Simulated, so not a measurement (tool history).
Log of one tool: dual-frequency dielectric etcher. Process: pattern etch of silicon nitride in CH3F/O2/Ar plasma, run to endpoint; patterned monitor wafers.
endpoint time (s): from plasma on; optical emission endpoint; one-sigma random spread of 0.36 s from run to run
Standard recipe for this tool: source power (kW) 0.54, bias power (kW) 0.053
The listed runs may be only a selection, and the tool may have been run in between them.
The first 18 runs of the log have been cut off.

| run | hour | source power (kW) | bias power (kW) | wafers since the last listed run | hours since the last wet clean | hours since the last source power generator calibration | hours since the last bias power generator calibration | hours since the last upper electrode change | incoming incoming film thickness, nm | endpoint time (s) |
|---|---|---|---|---|---|---|---|---|---|---|
| 19 | 827.7 | 0.58 | 0.057 | 383 | 392.8 | 238.6 | 339.8 | 3107 | 43.94 | 65.5 |
| 20 | 859.2 | 0.6 | 0.066 | 398 | 424.3 | 270.1 | 371.3 | 3138.5 | 43.82 | 61.5 |
| 21 | 925.4 | 0.54 | 0.047 | 837 | 490.5 | 336.3 | 437.5 | 3204.7 | 43.89 | 69.6 |
| 22 | 974.1 | 0.46 | 0.053 | 615 | 539.2 | 385 | 486.2 | 3253.4 | 43.8 | 69.5 |
|  | 1017.7 | wet clean of the chamber |
|  | 1061.8 | upper electrode replaced |
| 23 | 1062.3 | 0.43 | 0.053 | 508 | 44.6 | 473.2 | 574.4 | 0.5 | 44.16 | 72.3 |
| 24 | 1093.6 | 0.6 | 0.053 | 395 | 75.9 | 504.5 | 605.7 | 31.8 | 43.95 | 65.8 |
| 25 | 1140.3 | 0.59 | 0.058 | 590 | 122.6 | 551.2 | 652.4 | 78.5 | 43.95 | 64.8 |
| 26 | 1172.5 | 0.54 | 0.053 | 407 | 154.8 | 583.4 | 684.6 | 110.7 | 44.18 | 68.6 |

Run 27 comes next. What will it give?
| 27 | 1240.6 | 0.62 | 0.053 | 861 | 222.9 | 651.5 | 752.7 | 178.8 | 43.76 | ? |

{"run 27": {"endpoint time (s)": 65.6}}
Without the tool's hidden state the same run would have given endpoint time (s) 65.6.
